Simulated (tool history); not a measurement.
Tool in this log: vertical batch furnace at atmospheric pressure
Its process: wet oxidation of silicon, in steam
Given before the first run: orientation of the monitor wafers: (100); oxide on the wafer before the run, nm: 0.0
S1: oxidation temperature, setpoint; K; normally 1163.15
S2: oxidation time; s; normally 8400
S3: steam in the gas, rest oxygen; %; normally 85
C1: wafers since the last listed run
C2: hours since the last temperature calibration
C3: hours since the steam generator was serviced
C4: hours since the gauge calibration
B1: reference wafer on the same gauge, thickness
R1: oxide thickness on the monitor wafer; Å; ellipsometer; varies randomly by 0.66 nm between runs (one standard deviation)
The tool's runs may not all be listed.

run 1 hour=0 | S1=1163.15 S2=8400 S3=85 | C1=0 C2=1813.9 C3=3843.6 C4=221.3 | B1=309.22 | R1=2559
run 2 hour=16.7 | S1=1163.15 S2=8400 S3=85 | C1=185 C2=1830.6 C3=3860.3 C4=238 | B1=309.16 | R1=2557.8
run 3 hour=33.9 | S1=1163.15 S2=8400 S3=85 | C1=190 C2=1847.8 C3=3877.5 C4=255.2 | B1=309.09 | R1=2545.2
run 4 hour=54.4 | S1=1163.15 S2=8400 S3=85 | C1=227 C2=1868.3 C3=3898 C4=275.7 | B1=308.98 | R1=2554.8
run 5 hour=75.7 | S1=1163.15 S2=8400 S3=85 | C1=235 C2=1889.6 C3=3919.3 C4=297 | B1=308.99 | R1=2566.1
run 6 hour=96.2 | S1=1163.15 S2=8400 S3=85 | C1=227 C2=1910.1 C3=3939.8 C4=317.5 | B1=308.97 | R1=2556.8
run 7 hour=139.7 | S1=1163.15 S2=8400 S3=85 | C1=481 C2=1953.6 C3=3983.3 C4=361 | B1=309.15 | R1=2562.8
run 8 hour=207.1 | S1=1163.15 S2=8400 S3=91 | C1=746 C2=2021 C3=4050.7 C4=428.4 | B1=309.1 | R1=2697.9
run 9 hour=224.8 | S1=1163.15 S2=8400 S3=91 | C1=196 C2=2038.7 C3=4068.4 C4=446.1 | B1=308.94 | R1=2701.7
-- hour=258.6 steam generator serviced
run 10 hour=259.1 | S1=1163.15 S2=8400 S3=87 | C1=114 C2=2073 C3=0.5 C4=480.4 | B1=309.01 | R1=2806.5
run 11 hour=264.4 | S1=1163.15 S2=8400 S3=87 | C1=58 C2=2078.3 C3=5.8 C4=485.7 | B1=309.06 | R1=2798
run 12 hour=283.4 | S1=1163.15 S2=8400 S3=85 | C1=210 C2=2097.3 C3=24.8 C4=504.7 | B1=309.01 | R1=2750.5
-- hour=323.6 thermocouples replaced and temperature profile calibrated
run 13 hour=324.1 | S1=1163.15 S2=8400 S3=85 | C1=185 C2=0.5 C3=65.5 C4=545.4 | B1=309.08 | R1=2569.2
run 14 hour=329.4 | S1=1163.15 S2=8400 S3=85 | C1=58 C2=5.8 C3=70.8 C4=550.7 | B1=308.95 | R1=2565.7
run 15 hour=338.3 | S1=1163.15 S2=11400 S3=85 | C1=98 C2=14.7 C3=79.7 C4=559.6 | B1=309.1 | R1=3334.2
run 16 hour=359 | S1=1163.15 S2=11400 S3=85 | C1=229 C2=35.4 C3=100.4 C4=580.3 | B1=308.89 | R1=3335.4
-- hour=377.1 gauge calibrated
run 17 hour=389.8 | S1=1163.15 S2=11400 S3=85 | C1=341 C2=66.2 C3=131.2 C4=12.7 | B1=309.05 | R1=3347.7
run 18 hour=411.5 | S1=1163.15 S2=9300 S3=85 | C1=240 C2=87.9 C3=152.9 C4=34.4 | B1=308.96 | R1=2822.6
run 19 hour=424.4 | S1=1178.15 S2=10830 S3=80 | C1=142 C2=100.8 C3=165.8 C4=47.3 | B1=308.77 | R1=3656.7
run 20 hour=433.4 | S1=1140.15 S2=4350 S3=80 | C1=99 C2=109.8 C3=174.8 C4=56.3 | B1=308.98 | R1=951.3
run 21 hour=450.4 | S1=1163.15 S2=11400 S3=85 | C1=188 C2=126.8 C3=191.8 C4=73.3 | B1=308.89 | R1=3365.9
run 22 hour=464 | S1=1163.15 S2=8400 S3=85 | C1=150 C2=140.4 C3=205.4 C4=86.9 | B1=308.94 | R1=2596.4
run 23 hour=471.9 | S1=1163.15 S2=6360 S3=78 | C1=87 C2=148.3 C3=213.3 C4=94.8 | B1=308.9 | R1=1894.6
run 24 hour=491.2 | S1=1178.15 S2=8400 S3=85 | C1=213 C2=167.6 C3=232.6 C4=114.1 | B1=308.88 | R1=3163.7
run 25 hour=505.9 | S1=1175.15 S2=6570 S3=76 | C1=162 C2=182.3 C3=247.3 C4=128.8 | B1=308.92 | R1=2246.7
run 26 hour=514.8 | S1=1181.15 S2=10470 S3=85 | C1=98 C2=191.2 C3=256.2 C4=137.7 | B1=309.14 | R1=3888.8
run 27 hour=527.7 | S1=1147.15 S2=8400 S3=93 | C1=142 C2=204.1 C3=269.1 C4=150.6 | B1=309.09 | R1=2253.2
run 28 hour=547.2 | S1=1163.15 S2=6390 S3=85 | C1=216 C2=223.6 C3=288.6 C4=170.1 | B1=308.92 | R1=2065
run 29 hour=561.2 | S1=1163.15 S2=8400 S3=85 | C1=155 C2=237.6 C3=302.6 C4=184.1 | B1=309.09 | R1=2601
run 30 hour=576.6 | S1=1163.15 S2=11250 S3=85 | C1=170 C2=253 C3=318 C4=199.5 | B1=308.93 | R1=3356.6
run 31 hour=590.5 | S1=1147.15 S2=4560 S3=89 | C1=153 C2=266.9 C3=331.9 C4=213.4 | B1=309 | R1=1243.3
run 32 hour=600.9 | S1=1163.15 S2=8400 S3=93 | C1=115 C2=277.3 C3=342.3 C4=223.8 | B1=309.07 | R1=2825.9
run 33 hour=613.4 | S1=1163.15 S2=8400 S3=85 | C1=138 C2=289.8 C3=354.8 C4=236.3 | B1=308.93 | R1=2626.3
run 34 hour=632.1 | S1=1163.15 S2=6630 S3=85 | C1=207 C2=308.5 C3=373.5 C4=255 | B1=309.11 | R1=2138.1
run 35 hour=647.2 | S1=1163.15 S2=6630 S3=85 | C1=167 C2=323.6 C3=388.6 C4=270.1 | B1=309.05 | R1=2137.5
run 36 hour=665.9 | S1=1163.15 S2=5610 S3=85 | C1=207 C2=342.3 C3=407.3 C4=288.8 | B1=309.13 | R1=1850

Consider 5 possible next runs. They are alternatives, not a sequence: every one starts from the tool as it was left by run 36. What does each give?
run A hour=671.3 | S1=1163.15 S2=8400 S3=85 | C1=59 C2=347.7 C3=412.7 C4=294.2 | B1=? | R1=?
run B hour=671.3 | S1=1175.15 S2=8400 S3=85 | C1=59 C2=347.7 C3=412.7 C4=294.2 | B1=? | R1=?
run C hour=671.3 | S1=1185.15 S2=8400 S3=88 | C1=59 C2=347.7 C3=412.7 C4=294.2 | B1=? | R1=?
run D hour=671.3 | S1=1163.15 S2=5190 S3=97 | C1=59 C2=347.7 C3=412.7 C4=294.2 | B1=? | R1=?
run E hour=671.3 | S1=1163.15 S2=9900 S3=92 | C1=59 C2=347.7 C3=412.7 C4=294.2 | B1=? | R1=?

run=A B1=308.91 R1=2625.5
run=B B1=308.91 R1=3058.2
run=C B1=308.91 R1=3507.7
run=D B1=308.91 R1=1938.1
run=E B1=308.91 R1=3223.5
Take away the tool's hidden state, keep each run's random variation, and the runs would have read:
run=A R1=2574.4
run=B R1=3007.8
run=C R1=3462.3
run=D R1=1897.5
run=E R1=3164.4
